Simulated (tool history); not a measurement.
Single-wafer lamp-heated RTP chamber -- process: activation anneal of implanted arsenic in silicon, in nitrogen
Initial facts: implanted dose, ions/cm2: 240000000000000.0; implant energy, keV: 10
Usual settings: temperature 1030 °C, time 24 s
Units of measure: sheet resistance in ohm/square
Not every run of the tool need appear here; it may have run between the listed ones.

run   hour  temperature  time  read-back reference wafer on the same gauge, sheet resistance  sheet resistance
  1    0.0         1053    20                                                         438.07            412.06
  2   13.2         1053    20                                                         438.10            411.34
  3   26.3         1050    24                                                         437.88            408.48
      33.0  -- gauge calibrated
  4   34.1         1050    24                                                         437.82            408.48
  5   40.3         1030    24                                                         437.72            415.77
  6   48.0         1030    24                                                         438.18            417.05
  7   62.1         1030    24                                                         437.79            414.60
  8   79.5         1021    24                                                         438.08            417.56
  9   85.9         1021    24                                                         438.07            417.34
 10  102.5         1044    17                                                         437.96            413.92
     120.1  -- pyrometer window cleaned and pyrometer calibrated
 11  120.6         1044    17                                                         438.12            418.35
 12  125.4         1044    17                                                         437.78            419.04
 13  140.6         1030    14                                                         438.06            424.52
 14  158.6         1030    14                                                         438.05            424.19
 15  167.6         1030    24                                                         437.97            416.57
 16  175.1         1042    24                                                         437.95            413.03
 17  185.2         1005    35                                                         438.25            419.48
 18  193.9         1047    10                                                         438.23            422.40
 19  200.0         1007    29                                                         437.80            420.40
 20  211.0         1030    32                                                         438.02            411.70
     213.9  -- gauge calibrated
     223.7  -- reflector plate cleaned
 21  227.6         1012    18                                                         438.32            425.84
 22  239.3         1003    24                                                         438.05            425.44
     280.1  -- pyrometer window cleaned and pyrometer calibrated
 23  280.6         1006    32                                                         437.98            421.50
 24  290.4         1030    30                                                         438.04            414.28
 25  300.1         1010    15                                                         437.80            428.74
 26  311.3         1030    29                                                         438.26            414.83
 27  329.1         1030    24                                                         438.16            415.91
 28  340.8         1008    18                                                         438.12            427.56
 29  354.4         1053    20                                                         438.17            411.24
 30  371.8         1030    24                                                         437.88            416.05

Subtracting, for every run, the result it would have given without the tool's unlogged condition from the measured result gives the following. The same run-to-run variation enters both numbers; the gauge's scatter may not:
Unlogged tool condition in this case: true wafer temperature minus pyrometer reading, K; wafer temperature error from the tarnished reflector plate, K; gauge reads high (%).
run  sheet resistance
  1             -0.89
  2             -1.19
  3             -1.62
  4             -1.87
  5             -1.83
  6             -2.08
  7             -2.61
  8             -3.15
  9             -3.44
 10             -4.41
 11             -0.15
 12             -0.17
 13             -0.19
 14             -0.33
 15             -0.52
 16             -0.70
 17             -0.84
 18             -0.83
 19             -1.10
 20             -1.65
 21             -1.58
 22             -2.06
 23             -0.50
 24             -0.58
 25             -0.41
 26             -0.72
 27             -0.90
 28             -0.83
 29             -1.55
 30             -1.88
